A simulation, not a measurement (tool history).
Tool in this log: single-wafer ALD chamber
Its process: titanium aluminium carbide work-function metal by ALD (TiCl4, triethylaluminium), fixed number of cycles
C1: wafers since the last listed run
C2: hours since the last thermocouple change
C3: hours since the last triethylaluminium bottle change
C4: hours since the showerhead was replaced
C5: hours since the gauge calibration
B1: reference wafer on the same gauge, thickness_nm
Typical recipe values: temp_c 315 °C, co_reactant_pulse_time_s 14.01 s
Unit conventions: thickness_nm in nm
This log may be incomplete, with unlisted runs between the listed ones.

run 1 hour=0 | temp_c=315 co_reactant_pulse_time_s=14.01 | C1=0 C2=836.6 C3=492.6 C4=1256.1 C5=1934.3 | B1=1.799 | thickness_nm=2.119
run 2 hour=45.8 | temp_c=315 co_reactant_pulse_time_s=14.01 | C1=508 C2=882.4 C3=538.4 C4=1301.9 C5=1980.1 | B1=1.798 | thickness_nm=2.123
run 3 hour=237.3 | temp_c=307 co_reactant_pulse_time_s=14.01 | C1=2127 C2=1073.9 C3=729.9 C4=1493.4 C5=2171.6 | B1=1.8 | thickness_nm=2.024
run 4 hour=337.3 | temp_c=311 co_reactant_pulse_time_s=14.01 | C1=1111 C2=1173.9 C3=829.9 C4=1593.4 C5=2271.6 | B1=1.8 | thickness_nm=2.07
run 5 hour=379.3 | temp_c=315 co_reactant_pulse_time_s=14.01 | C1=466 C2=1215.9 C3=871.9 C4=1635.4 C5=2313.6 | B1=1.8 | thickness_nm=2.107
run 6 hour=469.6 | temp_c=315 co_reactant_pulse_time_s=14.01 | C1=1003 C2=1306.2 C3=962.2 C4=1725.7 C5=2403.9 | B1=1.8 | thickness_nm=2.097
run 7 hour=570.7 | temp_c=315 co_reactant_pulse_time_s=14.01 | C1=1123 C2=1407.3 C3=1063.3 C4=1826.8 C5=2505 | B1=1.799 | thickness_nm=2.104
run 8 hour=668.5 | temp_c=315 co_reactant_pulse_time_s=14.01 | C1=1086 C2=1505.1 C3=1161.1 C4=1924.6 C5=2602.8 | B1=1.801 | thickness_nm=2.087
-- hour=715.8 gauge calibrated
run 9 hour=758.3 | temp_c=309 co_reactant_pulse_time_s=14.01 | C1=997 C2=1594.9 C3=1250.9 C4=2014.4 C5=42.5 | B1=1.801 | thickness_nm=2.04
run 10 hour=802.2 | temp_c=309 co_reactant_pulse_time_s=14.01 | C1=487 C2=1638.8 C3=1294.8 C4=2058.3 C5=86.4 | B1=1.801 | thickness_nm=2.028
run 11 hour=904.5 | temp_c=315 co_reactant_pulse_time_s=16.29 | C1=1136 C2=1741.1 C3=1397.1 C4=2160.6 C5=188.7 | B1=1.801 | thickness_nm=2.087
run 12 hour=942.9 | temp_c=315 co_reactant_pulse_time_s=9.68 | C1=426 C2=1779.5 C3=1435.5 C4=2199 C5=227.1 | B1=1.8 | thickness_nm=2.051
run 13 hour=1006 | temp_c=315 co_reactant_pulse_time_s=9.68 | C1=701 C2=1842.6 C3=1498.6 C4=2262.1 C5=290.2 | B1=1.799 | thickness_nm=2.058
-- hour=1058.1 triethylaluminium bottle replaced
run 14 hour=1093.7 | temp_c=315 co_reactant_pulse_time_s=14.01 | C1=885 C2=1930.3 C3=35.6 C4=2349.8 C5=377.9 | B1=1.801 | thickness_nm=2.113
run 15 hour=1136.8 | temp_c=315 co_reactant_pulse_time_s=14.01 | C1=478 C2=1973.4 C3=78.7 C4=2392.9 C5=421 | B1=1.8 | thickness_nm=2.101
run 16 hour=1228.1 | temp_c=324 co_reactant_pulse_time_s=10.7 | C1=1014 C2=2064.7 C3=170 C4=2484.2 C5=512.3 | B1=1.8 | thickness_nm=2.166
run 17 hour=1295.7 | temp_c=315 co_reactant_pulse_time_s=11.03 | C1=751 C2=2132.3 C3=237.6 C4=2551.8 C5=579.9 | B1=1.8 | thickness_nm=2.066
-- hour=1392.5 thermocouple changed; heater temperature recalibrated
run 18 hour=1393 | temp_c=315 co_reactant_pulse_time_s=14.01 | C1=992 C2=0.5 C3=334.9 C4=2649.1 C5=677.2 | B1=1.799 | thickness_nm=2.116
run 19 hour=1485 | temp_c=315 co_reactant_pulse_time_s=14.01 | C1=1022 C2=92.5 C3=426.9 C4=2741.1 C5=769.2 | B1=1.799 | thickness_nm=2.123
-- hour=1536.7 showerhead replaced
run 20 hour=1551.6 | temp_c=309 co_reactant_pulse_time_s=12.13 | C1=651 C2=159.1 C3=493.5 C4=14.9 C5=835.8 | B1=1.799 | thickness_nm=2.038
run 21 hour=1608.4 | temp_c=329 co_reactant_pulse_time_s=14.01 | C1=631 C2=215.9 C3=550.3 C4=71.7 C5=892.6 | B1=1.801 | thickness_nm=2.251
run 22 hour=1694.9 | temp_c=321 co_reactant_pulse_time_s=14.01 | C1=961 C2=302.4 C3=636.8 C4=158.2 C5=979.1 | B1=1.799 | thickness_nm=2.168
run 23 hour=1743 | temp_c=324 co_reactant_pulse_time_s=8.75 | C1=534 C2=350.5 C3=684.9 C4=206.3 C5=1027.2 | B1=1.801 | thickness_nm=2.157
run 24 hour=1811.8 | temp_c=315 co_reactant_pulse_time_s=14.01 | C1=764 C2=419.3 C3=753.7 C4=275.1 C5=1096 | B1=1.801 | thickness_nm=2.104
run 25 hour=1850.8 | temp_c=304 co_reactant_pulse_time_s=8.91 | C1=433 C2=458.3 C3=792.7 C4=314.1 C5=1135 | B1=1.8 | thickness_nm=1.961
run 26 hour=1916.5 | temp_c=315 co_reactant_pulse_time_s=14.01 | C1=730 C2=524 C3=858.4 C4=379.8 C5=1200.7 | B1=1.799 | thickness_nm=2.11
run 27 hour=2023.2 | temp_c=315 co_reactant_pulse_time_s=17.2 | C1=1185 C2=630.7 C3=965.1 C4=486.5 C5=1307.4 | B1=1.8 | thickness_nm=2.104
run 28 hour=2113.6 | temp_c=328 co_reactant_pulse_time_s=18.01 | C1=1004 C2=721.1 C3=1055.5 C4=576.9 C5=1397.8 | B1=1.801 | thickness_nm=2.252
run 29 hour=2185.8 | temp_c=324 co_reactant_pulse_time_s=16.68 | C1=802 C2=793.3 C3=1127.7 C4=649.1 C5=1470 | B1=1.8 | thickness_nm=2.195
run 30 hour=2223.9 | temp_c=328 co_reactant_pulse_time_s=9.83 | C1=423 C2=831.4 C3=1165.8 C4=687.2 C5=1508.1 | B1=1.8 | thickness_nm=2.193

Here are 3 independent what-if runs from the current tool condition. What would each one return?
run A hour=2224.3 | temp_c=315 co_reactant_pulse_time_s=14.01 | C1=4 C2=831.8 C3=1166.2 C4=687.6 C5=1508.5 | B1=? | thickness_nm=?
run B hour=2224.3 | temp_c=305 co_reactant_pulse_time_s=14.01 | C1=4 C2=831.8 C3=1166.2 C4=687.6 C5=1508.5 | B1=? | thickness_nm=?
run C hour=2224.3 | temp_c=308 co_reactant_pulse_time_s=16.91 | C1=4 C2=831.8 C3=1166.2 C4=687.6 C5=1508.5 | B1=? | thickness_nm=?

run=A B1=1.8 thickness_nm=2.093
run=B B1=1.8 thickness_nm=1.994
run=C B1=1.8 thickness_nm=2.037
Stripped of hidden state, with their random variation kept, the same runs would have yielded:
run=A thickness_nm=2.127
run=B thickness_nm=2.028
run=C thickness_nm=2.064

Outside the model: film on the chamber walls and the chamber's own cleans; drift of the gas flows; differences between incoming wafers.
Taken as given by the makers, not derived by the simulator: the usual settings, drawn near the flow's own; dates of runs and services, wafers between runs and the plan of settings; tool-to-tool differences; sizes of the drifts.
